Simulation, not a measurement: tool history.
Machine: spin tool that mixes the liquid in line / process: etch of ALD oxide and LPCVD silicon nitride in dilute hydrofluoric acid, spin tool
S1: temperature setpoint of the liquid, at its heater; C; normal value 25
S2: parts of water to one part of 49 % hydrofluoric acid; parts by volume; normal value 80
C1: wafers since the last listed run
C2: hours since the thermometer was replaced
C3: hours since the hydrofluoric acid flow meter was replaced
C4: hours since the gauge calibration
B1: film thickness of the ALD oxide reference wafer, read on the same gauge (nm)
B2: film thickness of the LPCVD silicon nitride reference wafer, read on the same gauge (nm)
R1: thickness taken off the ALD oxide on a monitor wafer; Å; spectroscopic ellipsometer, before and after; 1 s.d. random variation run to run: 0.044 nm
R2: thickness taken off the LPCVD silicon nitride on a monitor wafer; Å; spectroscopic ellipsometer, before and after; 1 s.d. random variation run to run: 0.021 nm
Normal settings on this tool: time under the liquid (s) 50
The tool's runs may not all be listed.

run 1 hour=0 | S1=25 S2=80 time_under_the_liquid_(s)=50 | C1=0 C2=1600.5 C3=2116 C4=334.1 | B1=129.99 B2=139.99 | R1=90.2 R2=3.01
run 2 hour=10.3 | S1=25 S2=80 time_under_the_liquid_(s)=50 | C1=158 C2=1610.8 C3=2126.3 C4=344.4 | B1=129.99 B2=139.995 | R1=90.1 R2=2.72
run 3 hour=23.7 | S1=25 S2=80 time_under_the_liquid_(s)=50 | C1=206 C2=1624.2 C3=2139.7 C4=357.8 | B1=130.02 B2=139.945 | R1=89.7 R2=2.96
run 4 hour=33.2 | S1=25 S2=80 time_under_the_liquid_(s)=50 | C1=146 C2=1633.7 C3=2149.2 C4=367.3 | B1=129.98 B2=139.983 | R1=90.2 R2=3.22
run 5 hour=49.2 | S1=25 S2=60 time_under_the_liquid_(s)=50 | C1=246 C2=1649.7 C3=2165.2 C4=383.3 | B1=130 B2=139.96 | R1=123.1 R2=3.88
-- hour=60.5 hydrofluoric acid flow meter replaced
run 6 hour=65.2 | S1=25 S2=105 time_under_the_liquid_(s)=50 | C1=230 C2=1665.7 C3=4.7 C4=399.3 | B1=130 B2=139.98 | R1=66.8 R2=2.26
-- hour=75.7 gauge calibrated
run 7 hour=78.2 | S1=25 S2=105 time_under_the_liquid_(s)=50 | C1=199 C2=1678.7 C3=17.7 C4=2.5 | B1=130 B2=139.994 | R1=66.4 R2=2.25
run 8 hour=92.1 | S1=25 S2=105 time_under_the_liquid_(s)=50 | C1=213 C2=1692.6 C3=31.6 C4=16.4 | B1=129.98 B2=139.955 | R1=66.3 R2=2.2
run 9 hour=100.5 | S1=25 S2=80 time_under_the_liquid_(s)=60 | C1=129 C2=1701 C3=40 C4=24.8 | B1=129.99 B2=140.003 | R1=108.2 R2=3.35
run 10 hour=106.7 | S1=25 S2=55 time_under_the_liquid_(s)=30 | C1=95 C2=1707.2 C3=46.2 C4=31 | B1=130 B2=139.988 | R1=80.9 R2=2.18
run 11 hour=125 | S1=25 S2=105 time_under_the_liquid_(s)=50 | C1=281 C2=1725.5 C3=64.5 C4=49.3 | B1=129.98 B2=139.978 | R1=66.5 R2=2.36
run 12 hour=137.1 | S1=22 S2=55 time_under_the_liquid_(s)=65 | C1=186 C2=1737.6 C3=76.6 C4=61.4 | B1=130.01 B2=140.028 | R1=154 R2=3.95
run 13 hour=153.1 | S1=25 S2=80 time_under_the_liquid_(s)=70 | C1=246 C2=1753.6 C3=92.6 C4=77.4 | B1=129.98 B2=140.016 | R1=125.5 R2=4.12
run 14 hour=170.8 | S1=25 S2=70 time_under_the_liquid_(s)=50 | C1=272 C2=1771.3 C3=110.3 C4=95.1 | B1=129.98 B2=140.027 | R1=104.1 R2=2.94
run 15 hour=181.3 | S1=21 S2=80 time_under_the_liquid_(s)=50 | C1=161 C2=1781.8 C3=120.8 C4=105.6 | B1=129.98 B2=140.019 | R1=75.8 R2=2.34
run 16 hour=193 | S1=25 S2=100 time_under_the_liquid_(s)=50 | C1=179 C2=1793.5 C3=132.5 C4=117.3 | B1=130 B2=139.976 | R1=70 R2=2.2
run 17 hour=201.7 | S1=28 S2=40 time_under_the_liquid_(s)=30 | C1=133 C2=1802.2 C3=141.2 C4=126 | B1=130 B2=139.97 | R1=128.1 R2=3.95
run 18 hour=216.2 | S1=25 S2=105 time_under_the_liquid_(s)=50 | C1=223 C2=1816.7 C3=155.7 C4=140.5 | B1=130.03 B2=140.034 | R1=66.4 R2=2.13
-- hour=227 thermometer replaced
run 19 hour=228.2 | S1=25 S2=80 time_under_the_liquid_(s)=35 | C1=169 C2=1.2 C3=167.7 C4=152.5 | B1=129.99 B2=139.955 | R1=67.4 R2=2.36
run 20 hour=243.6 | S1=23 S2=80 time_under_the_liquid_(s)=50 | C1=236 C2=16.6 C3=183.1 C4=167.9 | B1=130 B2=140.002 | R1=88.5 R2=2.88

For run 21, what comes out?
run 21 hour=257.4 | S1=29 S2=55 time_under_the_liquid_(s)=50 | C1=212 C2=30.4 C3=196.9 C4=181.7 | B1=? B2=? | R1=? R2=?

B1: 130.01
B2: 140.043
R1: 169.6 Å
R2: 6.65 Å
Had the tool carried no hidden state, the very same run would have given R1 171.9 Å, R2 6.8 Å.
